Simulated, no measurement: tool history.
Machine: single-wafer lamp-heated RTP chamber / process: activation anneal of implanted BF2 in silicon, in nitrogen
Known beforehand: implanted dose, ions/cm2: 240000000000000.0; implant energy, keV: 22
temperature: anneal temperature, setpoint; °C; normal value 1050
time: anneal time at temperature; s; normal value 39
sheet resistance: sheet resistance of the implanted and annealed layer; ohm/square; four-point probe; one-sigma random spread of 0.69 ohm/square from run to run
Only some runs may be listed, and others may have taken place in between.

run   hour  temperature  time  read-back reference wafer on the same gauge, sheet resistance  sheet resistance
  1    0.0         1050    39                                                         395.97            462.97
  2    8.0         1058    39                                                         395.87            460.87
  3   19.9         1058    39                                                         396.08            461.48
  4   35.5         1058    39                                                         395.86            461.70
  5   51.1         1050    39                                                         395.95            463.96
  6   57.1         1050    39                                                         396.01            462.17
  7   63.9         1050    39                                                         395.91            462.61
  8   76.3         1050    52                                                         395.95            458.31
      89.5  -- pyrometer window cleaned and pyrometer calibrated
  9   91.4         1050    39                                                         395.83            462.07
     110.1  -- reflector plate cleaned
 10  110.6         1050    39                                                         396.11            463.36
 11  117.0         1041    46                                                         395.95            463.14
 12  130.6         1050    39                                                         396.15            464.06
 13  139.6         1029    28                                                         395.99            470.29
     156.3  -- gauge calibrated
 14  157.5         1037    49                                                         395.89            464.40
 15  173.6         1065    58                                                         396.03            450.51
 16  181.6         1050    39                                                         396.10            462.47
 17  198.4         1058    31                                                         396.05            465.03
 18  204.7         1050    39                                                         396.08            463.00
 19  217.1         1065    39                                                         395.90            458.33
 20  226.5         1060    49                                                         395.98            457.14
 21  238.9         1030    55                                                         396.06            464.09
 22  249.7         1050    51                                                         395.97            458.69
 23  262.4         1050    39                                                         395.95            462.90

4 ways to go on from here, each from the tool as it stands after run 23. What would each give?
  A  262.8         1024    39                                                              ?                 ?
  B  262.8         1050    26                                                              ?                 ?
  C  262.8         1034    31                                                              ?                 ?
  D  262.8         1040    46                                                              ?                 ?

run  read-back reference wafer on the same gauge, sheet resistance  sheet resistance
  A                                                         396.08            468.32
  B                                                         396.08            468.30
  C                                                         396.08            469.26
  D                                                         396.08            462.52
Without the tool's unlogged condition, the same runs would have read:
run  sheet resistance
  A            468.32
  B            468.30
  C            469.26
  D            462.52
